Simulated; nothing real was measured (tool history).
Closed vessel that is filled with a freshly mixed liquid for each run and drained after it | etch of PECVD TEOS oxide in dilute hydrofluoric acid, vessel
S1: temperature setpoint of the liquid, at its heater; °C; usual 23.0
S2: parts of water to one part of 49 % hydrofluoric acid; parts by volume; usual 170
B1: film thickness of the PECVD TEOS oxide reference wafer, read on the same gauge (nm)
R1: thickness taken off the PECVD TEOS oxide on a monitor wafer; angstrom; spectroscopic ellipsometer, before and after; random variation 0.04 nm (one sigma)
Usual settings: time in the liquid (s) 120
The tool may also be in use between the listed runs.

Run 1, hour 0.0: usual settings but S1 25.0 °C; B1 30.01. Result: R1 60.8 angstrom.
Run 2, hour 21.8: usual settings but S1 25.0 °C; B1 30.01. Result: R1 60.1 angstrom.
Run 3, hour 53.4: usual settings; B1 30.02. Result: R1 56.7 angstrom.
Run 4, hour 67.1: usual settings; B1 29.97. Result: R1 56.7 angstrom.
Run 5, hour 90.5: usual settings; B1 30.03. Result: R1 56.6 angstrom.
At hour 165.6: thermometer replaced.
Run 6, hour 181.1: usual settings; B1 30.00. Result: R1 56.1 angstrom.
At hour 182.4: gauge calibrated.
At hour 202.1: hydrofluoric acid flow meter replaced.
Run 7, hour 203.8: usual settings; B1 30.01. Result: R1 61.7 angstrom.
Run 8, hour 217.5: usual settings; B1 30.00. Result: R1 62.0 angstrom.
Run 9, hour 250.6: usual settings but S2 230 parts by volume, time in the liquid (s) 140; B1 29.98. Result: R1 50.2 angstrom.
Run 10, hour 283.6: usual settings but S2 230 parts by volume, time in the liquid (s) 140; B1 29.98. Result: R1 50.1 angstrom.
Run 11, hour 311.8: usual settings but time in the liquid (s) 175; B1 29.97. Result: R1 90.0 angstrom.
Run 12, hour 337.5: usual settings but time in the liquid (s) 175; B1 29.99. Result: R1 89.3 angstrom.
Run 13, hour 366.6: usual settings but time in the liquid (s) 80; B1 30.02. Result: R1 40.7 angstrom.
Run 14, hour 398.9: usual settings but S2 230 parts by volume, time in the liquid (s) 140; B1 30.00. Result: R1 49.5 angstrom.
Run 15, hour 421.0: usual settings but S1 27.5 °C, S2 95 parts by volume; B1 30.00. Result: R1 140.6 angstrom.
Run 16, hour 438.9: usual settings but S1 26.5 °C, S2 125 parts by volume, time in the liquid (s) 160; B1 29.99. Result: R1 133.8 angstrom.
Run 17, hour 463.3: usual settings; B1 30.02. Result: R1 60.1 angstrom.
Run 18, hour 498.4: usual settings but time in the liquid (s) 60; B1 29.99. Result: R1 30.1 angstrom.
Run 19, hour 526.9: usual settings but S1 25.5 °C, S2 110 parts by volume, time in the liquid (s) 60; B1 29.99. Result: R1 55.2 angstrom.
Run 20, hour 560.5: usual settings but S1 26.5 °C, time in the liquid (s) 95; B1 29.99. Result: R1 55.0 angstrom.
Run 21, hour 585.8: usual settings but S2 95 parts by volume; B1 30.01. Result: R1 118.0 angstrom.
Run 22, hour 612.7: usual settings but S1 27.0 °C, S2 210 parts by volume, time in the liquid (s) 90; B1 29.99. Result: R1 40.9 angstrom.
Run 23, hour 635.7: usual settings but S2 145 parts by volume, time in the liquid (s) 75; B1 30.02. Result: R1 45.5 angstrom.
Run 24, hour 649.7: usual settings but S1 26.0 °C, S2 215 parts by volume, time in the liquid (s) 160; B1 29.96. Result: R1 67.1 angstrom.
Run 25, hour 686.5: usual settings but S1 19.5 °C, S2 210 parts by volume, time in the liquid (s) 175; B1 30.01. Result: R1 58.7 angstrom.
Run 26, hour 739.1: usual settings but S1 25.0 °C, S2 150 parts by volume; B1 30.01. Result: R1 75.1 angstrom.
Run 27, hour 753.7: usual settings but S2 105 parts by volume; B1 30.05. Result: R1 104.5 angstrom.
Run 28, hour 785.7: usual settings; B1 29.99. Result: R1 60.0 angstrom.
Run 29, hour 810.9: usual settings but S2 190 parts by volume; B1 30.05. Result: R1 52.1 angstrom.
Run 30, hour 836.7: usual settings but S2 190 parts by volume, time in the liquid (s) 100; B1 30.04. Result: R1 43.6 angstrom.
Run 31, hour 870.6: usual settings but S2 200 parts by volume, time in the liquid (s) 165; B1 29.98. Result: R1 67.5 angstrom.
Run 32, hour 888.8: usual settings; B1 30.03. Result: R1 59.8 angstrom.
Run 33, hour 918.2: usual settings but S1 20.0 °C, time in the liquid (s) 160; B1 30.02. Result: R1 70.6 angstrom.

4 ways to go on from here, each from the tool as it stands after run 33. What would each give?
Run A, hour 918.9: usual settings; B1 ?. Result: R1 ?.
Run B, hour 918.9: usual settings but time in the liquid (s) 70; B1 ?. Result: R1 ?.
Run C, hour 918.9: usual settings but S1 21.0 °C, time in the liquid (s) 70; B1 ?. Result: R1 ?.
Run D, hour 918.9: usual settings but S2 240 parts by volume; B1 ?. Result: R1 ?.

run     B1    R1
  A  29.98  59.2
  B  29.98  34.6
  C  29.98  32.0
  D  29.98  38.9
Without the tool's hidden state the same runs would have given:
run    R1
  A  61.9
  B  36.1
  C  33.4
  D  40.7
